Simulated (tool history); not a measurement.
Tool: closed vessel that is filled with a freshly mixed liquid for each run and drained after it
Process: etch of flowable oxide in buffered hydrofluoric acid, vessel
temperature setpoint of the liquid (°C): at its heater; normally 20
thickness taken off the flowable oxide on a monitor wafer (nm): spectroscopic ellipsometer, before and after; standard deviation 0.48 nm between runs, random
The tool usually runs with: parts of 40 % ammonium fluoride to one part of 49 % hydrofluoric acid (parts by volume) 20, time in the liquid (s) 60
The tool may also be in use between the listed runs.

run    hour  temperature setpoint of the liquid (°C)  parts of 40 % ammonium fluoride to one part of 49 % hydrofluoric acid (parts by volume)  time in the liquid (s)  wafers since the last listed run  hours since the thermometer was replaced  hours since the hydrofluoric acid flow meter was replaced  hours since the gauge calibration  read-back film thickness of the flowable oxide reference wafer, read on the same gauge (nm)  thickness taken off the flowable oxide on a monitor wafer (nm)
  1       0                                       20                                                                                       20                      45                                 0                                    1999.3                                                      363.3                              448.6                                                                                        59.99                                                           70.53
  2      99                                       20                                                                                     23.5                      60                             13826                                    2098.3                                                      462.3                              547.6                                                                                        59.99                                                           84.82
      174.9  -- hydrofluoric acid flow meter replaced
  3   180.7                                       20                                                                                       20                      60                             11270                                      2180                                                        5.8                              629.3                                                                                        60.02                                                           91.32
  4   232.3                                       20                                                                                       20                      60                              7206                                    2231.6                                                       57.4                              680.9                                                                                        60.01                                                           92.01
  5   315.8                                       20                                                                                       20                      60                             11661                                    2315.1                                                      140.9                              764.4                                                                                           60                                                           92.78
  6   409.2                                       20                                                                                       20                      60                             13044                                    2408.5                                                      234.3                              857.8                                                                                        59.99                                                           94.08
  7   463.4                                       20                                                                                       20                      60                              7569                                    2462.7                                                      288.5                                912                                                                                           60                                                           94.71
  8   531.1                                       20                                                                                       20                      60                              9455                                    2530.4                                                      356.2                              979.7                                                                                           60                                                           94.29
      552.4  -- gauge calibrated
  9     581                                     22.5                                                                                       20                      60                              6969                                    2580.3                                                      406.1                               28.6                                                                                           60                                                          110.38
      643.4  -- hydrofluoric acid flow meter replaced
 10   658.7                                     22.5                                                                                       20                      60                             10712                                      2658                                                       15.3                              106.3                                                                                           60                                                          105.33
 11   695.7                                     22.5                                                                                       20                      60                              5167                                      2695                                                       52.3                              143.3                                                                                        60.02                                                          105.79
      737.8  -- thermometer replaced
 12   792.8                                       20                                                                                       20                      60                             13421                                        55                                                      149.4                              240.4                                                                                        59.99                                                           88.66
 13   851.2                                       20                                                                                       20                      60                              8156                                     113.4                                                      207.8                              298.8                                                                                           60                                                           88.69
 14   897.8                                       20                                                                                       20                      90                              6508                                       160                                                      254.4                              345.4                                                                                           60                                                          135.31
 15   973.2                                     24.5                                                                                       20                      60                             10530                                     235.4                                                      329.8                              420.8                                                                                        60.01                                                          116.05
 16  1043.7                                     17.5                                                                                       20                      80                              9846                                     305.9                                                      400.3                              491.3                                                                                           60                                                          105.65
     1121.3  -- hydrofluoric acid flow meter replaced
 17  1133.1                                     17.5                                                                                       20                      60                             12346                                     395.3                                                       11.8                              580.7                                                                                           60                                                            76.8
 18  1224.3                                       17                                                                                       20                      45                             12737                                     486.5                                                        103                              671.9                                                                                        60.01                                                           56.25
 19    1315                                       20                                                                                       20                      75                             12667                                     577.2                                                      193.7                              762.6                                                                                        60.03                                                          112.23
     1319.9  -- gauge calibrated
 20  1396.6                                       17                                                                                       20                      45                             11396                                     658.8                                                      275.3                               76.7                                                                                           60                                                           57.67
 21    1442                                       20                                                                                       20                      35                              6340                                     704.2                                                      320.7                              122.1                                                                                           60                                                           53.38
 22  1515.9                                       20                                                                                     15.5                      70                             10321                                     778.1                                                      394.6                                196                                                                                        59.99                                                          138.01
 23    1560                                       17                                                                                     17.5                      85                              6159                                     822.2                                                      438.7                              240.1                                                                                        60.01                                                          126.15
 24  1600.7                                       23                                                                                       16                      80                              5684                                     862.9                                                      479.4                              280.8                                                                                           60                                                          181.45
     1685.9  -- hydrofluoric acid flow meter replaced
 25  1689.3                                       17                                                                                       20                      45                             12234                                     951.5                                                        3.4                              369.4                                                                                        60.01                                                           56.79

How would selected steps in thickness taken off the flowable oxide on a monitor wafer (nm) from run to run divide? Give the signed amount a tool lacking its hidden state would still show from settings, what came in and random variation, and the signed amount left for the hidden state, including any gauge scatter that is not in both of the compared results.
The hidden state here: liquid hotter than its thermometer reads (K); hydrofluoric acid flow above the setpoint (%); gauge reads high (%).
Run 9 -> 10: hydrofluoric acid flow meter replaced. thickness taken off the flowable oxide on a monitor wafer (nm) -5.05: hidden state -4.84, all else -0.21.
Run 21 -> 22: parts of 40 % ammonium fluoride to one part of 49 % hydrofluoric acid (parts by volume) 20 -> 15.5, time in the liquid (s) 35 -> 70. thickness taken off the flowable oxide on a monitor wafer (nm) +84.63: hidden state +4.5, all else +80.13.
Run 24 -> 25: temperature setpoint of the liquid (°C) 23 -> 17, parts of 40 % ammonium fluoride to one part of 49 % hydrofluoric acid (parts by volume) 16 -> 20, time in the liquid (s) 80 -> 45, hydrofluoric acid flow meter replaced. thickness taken off the flowable oxide on a monitor wafer (nm) -124.66: hidden state -9.34, all else -115.32.
